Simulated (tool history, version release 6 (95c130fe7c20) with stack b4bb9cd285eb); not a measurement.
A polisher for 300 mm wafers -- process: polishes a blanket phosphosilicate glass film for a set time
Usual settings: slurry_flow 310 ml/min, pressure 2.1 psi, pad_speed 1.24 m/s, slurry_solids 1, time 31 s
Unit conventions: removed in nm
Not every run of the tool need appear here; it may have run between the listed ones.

run	hour	slurry_flow	pressure	pad_speed	slurry_solids	time	wafers since the last listed run	wafers polished on this pad	hours since the slurry nozzle was cleaned	hours since the head pressure was calibrated	hours since the slurry blender was calibrated	hours since the conditioning disc was replaced	incoming thickness of the incoming film, nm	removed
1	0	210	2.1	1.24	1	31	0	1135	135.1	111.7	69.2	115.4	3198.6	234.3
2	6.7	310	2.1	0.86	1	31	92	1227	141.8	118.4	75.9	122.1	3161.3	181.8
3	20.8	310	1.8	1.24	1	31	193	1421	155.9	132.5	90	136.2	3156.2	211.3
4	27.3	310	1.6	1.24	1	25	89	1510	162.4	139	96.5	142.7	3185.7	154
5	36.2	250	2.1	1.24	1	31	122	1633	171.3	147.9	105.4	151.6	3157.4	240.1
6	43.6	310	1.5	1.24	1	31	101	1734	178.7	155.3	112.8	159	3186.1	176.8
# hour 48.3: worn pad replaced by a new one
7	61.2	310	2.1	1.24	1	31	186	177	196.3	172.9	130.4	176.6	3263.4	243.1
8	74.7	310	2.1	1.24	0.75	31	185	363	209.8	186.4	143.9	190.1	3195.1	219.7
# hour 86.5: conditioning disc replaced and pad reconditioned
9	88.7	410	1.4	1.5	1	37	164	528	223.8	200.4	157.9	2.2	3228.9	241
# hour 106.5: slurry blender recalibrated
10	107	310	2.1	1.24	1	31	224	752	242.1	218.7	0.5	20.5	3226.4	240.5
11	119.6	310	2.1	1.66	1	31	173	925	254.7	231.3	13.1	33.1	3171.3	303.3
12	134.1	310	2.1	1.24	1	23	199	1125	269.2	245.8	27.6	47.6	3198.4	182
13	144	380	2.1	1.24	1	31	136	1261	279.1	255.7	37.5	57.5	3193.8	240.6
14	155	310	2.1	1.42	1	31	151	1412	290.1	266.7	48.5	68.5	3203.6	268.9
# hour 158.7: slurry nozzle cleaned
15	171.6	310	2.1	1.24	1.2	31	214	1627	12.9	283.3	65.1	85.1	3228.6	254.6
# hour 176: worn pad replaced by a new one
16	179.9	250	2.1	1.64	1.25	37	59	54	21.2	291.6	73.4	93.4	3179.5	385.6
17	193.2	310	2.1	1.24	1	31	182	237	34.5	304.9	86.7	106.7	3206.1	240.8
18	209.3	310	2.6	1	1	26	221	458	50.6	321	102.8	122.8	3262.3	208.3
19	218.6	310	2.1	1.24	1	31	127	586	59.9	330.3	112.1	132.1	3203.1	243
# hour 260.2: conditioning disc replaced and pad reconditioned
20	271.9	260	2.1	1.24	1.3	31	705	1291	113.2	383.6	165.4	11.7	3204.8	258.7
# hour 276: slurry blender recalibrated
21	288.5	310	2.1	1.24	1	31	200	1492	129.8	400.2	12.5	28.3	3128.4	239.2
22	305.3	310	1.6	1.08	1.2	34	230	1723	146.6	417	29.3	45.1	3120.5	196.3
23	313.9	310	2.1	1.24	1	31	118	1841	155.2	425.6	37.9	53.7	3227.2	239.9
# hour 326.6: worn pad replaced by a new one
24	327.8	310	2.1	1.24	1.15	31	136	16	169.1	439.5	51.8	67.6	3188.2	254.3
25	356.8	310	2.1	0.92	0.8	35	398	414	198.1	468.5	80.8	96.6	3263.8	199.6

Hidden condition of the tool, last listed run before each entry between runs versus first listed run after:
Between runs 6 and 7: worn pad replaced by a new one (hour 48.3)
  no difference in the tool's unlogged condition between these two runs
Between runs 8 and 9: conditioning disc replaced and pad reconditioned (hour 86.5)
  no difference in the tool's unlogged condition between these two runs
Between runs 9 and 10: slurry blender recalibrated (hour 106.5)
  no difference in the tool's unlogged condition between these two runs
Between runs 14 and 15: slurry nozzle cleaned (hour 158.7)
  no difference in the tool's unlogged condition between these two runs
Between runs 15 and 16: worn pad replaced by a new one (hour 176)
  no difference in the tool's unlogged condition between these two runs
Between runs 19 and 20: conditioning disc replaced and pad reconditioned (hour 260.2)
  no difference in the tool's unlogged condition between these two runs
Between runs 20 and 21: slurry blender recalibrated (hour 276)
  no difference in the tool's unlogged condition between these two runs
Between runs 23 and 24: worn pad replaced by a new one (hour 326.6)
  no difference in the tool's unlogged condition between these two runs

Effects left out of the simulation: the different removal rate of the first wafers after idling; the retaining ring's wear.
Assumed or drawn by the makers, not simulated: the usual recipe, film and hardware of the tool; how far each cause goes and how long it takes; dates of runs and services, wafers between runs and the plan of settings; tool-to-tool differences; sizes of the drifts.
